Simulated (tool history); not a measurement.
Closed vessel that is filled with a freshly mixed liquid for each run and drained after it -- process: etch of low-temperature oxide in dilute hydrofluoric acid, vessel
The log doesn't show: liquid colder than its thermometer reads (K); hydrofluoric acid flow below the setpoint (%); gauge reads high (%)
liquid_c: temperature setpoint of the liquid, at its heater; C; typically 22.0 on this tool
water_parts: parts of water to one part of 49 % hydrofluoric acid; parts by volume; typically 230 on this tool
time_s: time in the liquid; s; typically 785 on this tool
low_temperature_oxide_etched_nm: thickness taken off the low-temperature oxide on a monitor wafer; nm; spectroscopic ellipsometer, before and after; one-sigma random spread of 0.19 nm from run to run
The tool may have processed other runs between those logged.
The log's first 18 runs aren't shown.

run,hour,liquid_c,water_parts,time_s,wafers since the last listed run,hours since the thermometer was replaced,hours since the hydrofluoric acid flow meter was replaced,hours since the gauge calibration,"read-back film thickness of the low-temperature oxide reference wafer, read on the same gauge (nm)",low_temperature_oxide_etched_nm
19,228.9,19.5,265,920,635,149.8,149.0,117.5,149.99,34.91
20,240.0,23.0,230,785,641,160.9,160.1,128.6,150.00,40.48
21,253.3,19.5,200,1180,768,174.2,173.4,141.9,149.99,63.06
22,265.1,20.5,135,1140,681,186.0,185.2,153.7,150.01,99.74
23,275.6,19.5,195,480,606,196.5,195.7,164.2,150.02,26.28
24,292.5,26.0,230,1100,976,213.4,212.6,181.1,149.98,62.65
25,302.8,19.0,275,605,595,223.7,222.9,191.4,149.96,21.36
26,319.9,22.0,230,785,988,240.8,240.0,208.5,150.00,38.27
27,326.1,19.0,120,480,358,247.0,246.2,214.7,150.02,44.95
28,338.0,22.0,230,785,687,258.9,258.1,226.6,150.04,38.48
29,349.7,22.0,230,1120,676,270.6,269.8,238.3,149.98,54.72
# hour 357.6: gauge calibrated
30,361.0,22.0,230,785,652,281.9,281.1,3.4,150.06,38.14
31,369.5,20.0,345,1075,491,290.4,289.6,11.9,149.98,29.33

Alternative continuations, all from the tool just after run 31; predict every row:
A,370.4,22.0,230,785,52,291.3,290.5,12.8,?,?
B,370.4,17.0,230,1115,52,291.3,290.5,12.8,?,?
C,370.4,22.0,290,785,52,291.3,290.5,12.8,?,?
D,370.4,24.0,145,785,52,291.3,290.5,12.8,?,?
E,370.4,24.5,230,785,52,291.3,290.5,12.8,?,?

run,"read-back film thickness of the low-temperature oxide reference wafer, read on the same gauge (nm)",low_temperature_oxide_etched_nm
A,150.01,38.60
B,150.01,45.35
C,150.01,28.84
D,150.01,72.48
E,150.01,42.28
Stripped of hidden state, with their random variation kept, the same runs would have yielded:
run,low_temperature_oxide_etched_nm
A,40.45
B,47.47
C,30.27
D,75.76
E,44.32
